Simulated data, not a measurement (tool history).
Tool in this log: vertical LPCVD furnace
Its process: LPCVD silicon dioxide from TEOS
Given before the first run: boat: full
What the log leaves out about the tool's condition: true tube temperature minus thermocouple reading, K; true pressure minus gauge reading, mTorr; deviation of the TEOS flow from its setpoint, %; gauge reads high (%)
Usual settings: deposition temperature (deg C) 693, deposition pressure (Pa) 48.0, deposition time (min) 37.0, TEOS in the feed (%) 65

run,hour,deposition temperature (deg C),deposition pressure (Pa),deposition time (min),TEOS in the feed (%),wafers since the last listed run,hours since the last temperature calibration,hours since the pressure gauge was zeroed,hours since the TEOS flow controller was replaced,hours since the gauge calibration,"read-back reference wafer on the same gauge, thickness",film thickness on the monitor wafer in the middle of the boat (Å)
1,0.0,693,48.0,37.0,65,0,2330.0,2538.5,4475.3,330.6,270.84,2388.1
2,24.9,693,48.0,28.5,65,354,2354.9,2563.4,4500.2,355.5,271.41,1841.5
3,52.1,693,48.0,28.5,65,387,2382.1,2590.6,4527.4,382.7,271.60,1848.9
4,79.9,693,48.0,28.5,65,395,2409.9,2618.4,4555.2,410.5,271.76,1842.4
5,115.7,693,48.0,37.0,65,509,2445.7,2654.2,4591.0,446.3,272.44,2413.5
6,168.9,693,48.0,37.0,65,757,2498.9,2707.4,4644.2,499.5,273.22,2413.9
# hour 207.5: thermocouples replaced and temperature profile calibrated
7,208.0,693,48.0,37.0,65,215,0.5,2746.5,4683.3,538.6,273.96,2427.5
8,230.2,693,48.0,37.0,65,316,22.7,2768.7,4705.5,560.8,274.43,2406.1
9,249.1,693,40.0,41.0,65,269,41.6,2787.6,4724.4,579.7,274.88,2441.5
10,272.2,693,40.0,41.0,65,329,64.7,2810.7,4747.5,602.8,275.20,2461.8
# hour 278.6: gauge calibrated
11,300.6,688,53.3,37.0,60,404,93.1,2839.1,4775.9,22.0,269.19,2141.3
12,335.0,693,40.0,41.0,65,490,127.5,2873.5,4810.3,56.4,269.20,2398.0

Run 13 is up next; what results do you expect?
# hour 360.1: TEOS flow controller replaced
13,360.6,693,39.3,37.0,65,22,153.1,2899.1,0.5,82.0,?,?

read-back reference wafer on the same gauge, thickness: 269.19
film thickness on the monitor wafer in the middle of the boat (Å): 2155.1
Had the tool carried no hidden state, the very same run would have given film thickness on the monitor wafer in the middle of the boat (Å) 2153.5.

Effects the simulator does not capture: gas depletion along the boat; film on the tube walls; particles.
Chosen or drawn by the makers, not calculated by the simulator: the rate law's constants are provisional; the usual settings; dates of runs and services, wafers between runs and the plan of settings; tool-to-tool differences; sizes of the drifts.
